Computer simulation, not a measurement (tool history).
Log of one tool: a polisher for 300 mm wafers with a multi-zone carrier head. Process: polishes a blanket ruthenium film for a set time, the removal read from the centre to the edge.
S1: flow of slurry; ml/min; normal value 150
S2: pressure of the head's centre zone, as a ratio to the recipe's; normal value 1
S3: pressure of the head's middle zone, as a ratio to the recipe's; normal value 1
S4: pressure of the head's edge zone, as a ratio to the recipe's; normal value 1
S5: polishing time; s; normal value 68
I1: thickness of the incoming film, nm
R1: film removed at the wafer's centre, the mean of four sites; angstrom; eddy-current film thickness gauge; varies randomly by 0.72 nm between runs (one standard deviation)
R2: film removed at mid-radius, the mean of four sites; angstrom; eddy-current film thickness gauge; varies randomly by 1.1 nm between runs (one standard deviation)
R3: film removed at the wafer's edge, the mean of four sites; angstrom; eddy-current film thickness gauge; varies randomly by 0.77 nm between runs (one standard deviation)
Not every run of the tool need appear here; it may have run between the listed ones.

run    hour   S1    S2    S3    S4  S5     I1    R1    R2    R3
  1       0  150     1     1     1  68  271.3   850   908   870
       13.8  -- centre zone pressure recalibrated
       26.5  -- edge zone pressure recalibrated
       28.9  -- worn pad replaced by a new one
  2    67.9  150     1     1     1  76  269.1   932   967   974
  3     110  150     1  0.94     1  68  270.2   834   866   877
  4   161.7  150     1  0.94     1  68  267.5   835   857   870
  5   226.1  150     1  1.03     1  68  270.7   821   887   858
  6   250.9  150  0.94     1     1  82  274.3   928  1060  1031
  7   282.2  150     1  0.92     1  92  274.3  1118  1128  1176
  8   324.2  150     1     1     1  51  266.6   615   656   643
      445.1  -- worn pad replaced by a new one
      500.8  -- centre zone pressure recalibrated
  9   501.5  150     1     1  1.08  49  273.1   580   607   644
      509.3  -- slurry nozzle cleaned, repeated, since the last time left the tool worse
 10   547.7  150     1     1     1  68  271.7   895   923   889
 11   613.8  150     1     1     1  68  274.6   882   941   890
      653.5  -- edge zone pressure recalibrated
 12   677.5  150     1     1     1  68  271.5   895   945   905
 13   782.7  195  0.94  1.07     1  62  274.1   782   912   834
      893.4  -- worn pad replaced by a new one
      934.6  -- carrier head's membrane replaced by a new one
      968.7  -- slurry nozzle cleaned
      973.8  -- centre zone pressure recalibrated
 14   991.8  150     1     1     1  68    269   890   929   901
 15  1060.4  150     1     1     1  68    272   879   941   892
 16  1084.6  150     1     1     1  68  268.1   892   947   903
 17  1111.4  150   0.9  1.05     1  68  268.8   790   961   897
 18  1163.8  150     1     1     1  68  266.2   874   935   917
 19  1229.5  150  0.95  0.91     1  68  267.4   830   890   889
     1245.1  -- edge zone pressure recalibrated
       1260  -- worn pad replaced by a new one
 20  1269.7  150     1  0.95     1  68  270.4   876   874   886
 21  1297.3  100  0.95  1.09  0.92  68  269.2   767   914   827
 22  1322.7  135  0.94     1     1  57  264.8   685   759   734
 23  1383.3  135     1  0.97     1  91  273.7  1137  1182  1153

Per-run results on a tool with no hidden state, each run keeping its own random variation:
What the log doesn't record here: removal rate lost through wear of the pad, %; slurry flow missing at the pad, %; deviation of the centre zone's pressure from its setpoint, %; deviation of the edge zone's pressure from its setpoint, %.
run    R1    R2    R3
  1   902   957   903
  2   996  1025  1014
  3   895   921   916
  4   900   916   912
  5   891   953   902
  6  1010  1141  1085
  7  1220  1218  1241
  8   674   710   680
  9   649   670   689
 10   898   925   890
 11   888   946   893
 12   905   954   910
 13   793   923   841
 14   894   933   903
 15   886   948   896
 16   901   955   909
 17   799   971   903
 18   887   947   925
 19   845   904   900
 20   894   891   898
 21   789   938   842
 22   703   776   746
 23  1173  1214  1175
